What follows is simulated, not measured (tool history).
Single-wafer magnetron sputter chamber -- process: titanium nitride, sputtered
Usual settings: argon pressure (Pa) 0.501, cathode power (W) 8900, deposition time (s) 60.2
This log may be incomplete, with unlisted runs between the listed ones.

| run | hour | argon pressure (Pa) | cathode power (W) | deposition time (s) | read-back reference wafer on the same gauge, thickness_nm | mean film thickness on the monitor wafer (angstrom) |
|---|---|---|---|---|---|---|
| 1 | 0 | 0.346 | 8900 | 68.8 | 79.665 | 1200.44 |
|  | 68.5 | sputter target and shields replaced |
| 2 | 69 | 0.346 | 8900 | 68.8 | 79.524 | 1197.93 |
| 3 | 131.2 | 0.346 | 8900 | 68.8 | 79.514 | 1216.34 |
| 4 | 159.9 | 0.501 | 8900 | 60.2 | 79.547 | 990.53 |
| 5 | 202.4 | 0.501 | 8900 | 60.2 | 79.587 | 991.33 |
| 6 | 265.4 | 0.501 | 8900 | 60.2 | 79.659 | 981.67 |
| 7 | 333.8 | 0.501 | 8900 | 60.2 | 79.459 | 993.68 |
| 8 | 386.7 | 0.617 | 8900 | 60.2 | 79.345 | 940.74 |
| 9 | 439.5 | 0.617 | 8900 | 60.2 | 79.401 | 947.81 |
|  | 457.6 | magnet pack replaced |
|  | 484.5 | gauge calibrated |
| 10 | 488.9 | 0.501 | 8900 | 60.2 | 79.472 | 993.93 |
| 11 | 541.1 | 0.501 | 8900 | 49.8 | 79.627 | 826.73 |
| 12 | 588.7 | 0.642 | 7300 | 67.5 | 79.502 | 944.95 |
| 13 | 633.5 | 0.501 | 8900 | 68.6 | 79.549 | 1152.87 |
|  | 649.3 | capacitance manometer re-zeroed and calibrated |
|  | 703.9 | sputter target and shields replaced |
| 14 | 704.4 | 0.324 | 7250 | 60.2 | 79.47 | 932.58 |
| 15 | 743.3 | 0.501 | 9800 | 60.2 | 79.738 | 1035.6 |
| 16 | 781.3 | 0.501 | 7200 | 68.4 | 79.525 | 968.87 |
| 17 | 828.1 | 0.339 | 8900 | 53 | 79.592 | 926.25 |
| 18 | 893.9 | 0.501 | 8900 | 60.2 | 79.542 | 974.12 |
| 19 | 964.8 | 0.501 | 8900 | 68.6 | 79.462 | 1109.01 |
| 20 | 1010.3 | 0.501 | 8900 | 60.2 | 79.469 | 979.74 |

Branching from run 20: 4 alternative next runs. What would each branch give?
| A | 1010.7 | 0.501 | 7700 | 60.2 | ? | ? |
| B | 1010.7 | 0.501 | 8900 | 69.6 | ? | ? |
| C | 1010.7 | 0.501 | 7950 | 68.8 | ? | ? |
| D | 1010.7 | 0.501 | 9850 | 67.7 | ? | ? |

| run | read-back reference wafer on the same gauge, thickness_nm | mean film thickness on the monitor wafer (angstrom) |
|---|---|---|
| A | 79.308 | 891.79 |
| B | 79.308 | 1128.54 |
| C | 79.308 | 1039.27 |
| D | 79.308 | 1172.81 |
With no hidden state in the tool, these same runs would have given:
| run | mean film thickness on the monitor wafer (angstrom) |
|---|---|
| A | 892.23 |
| B | 1129.09 |
| C | 1039.78 |
| D | 1173.38 |
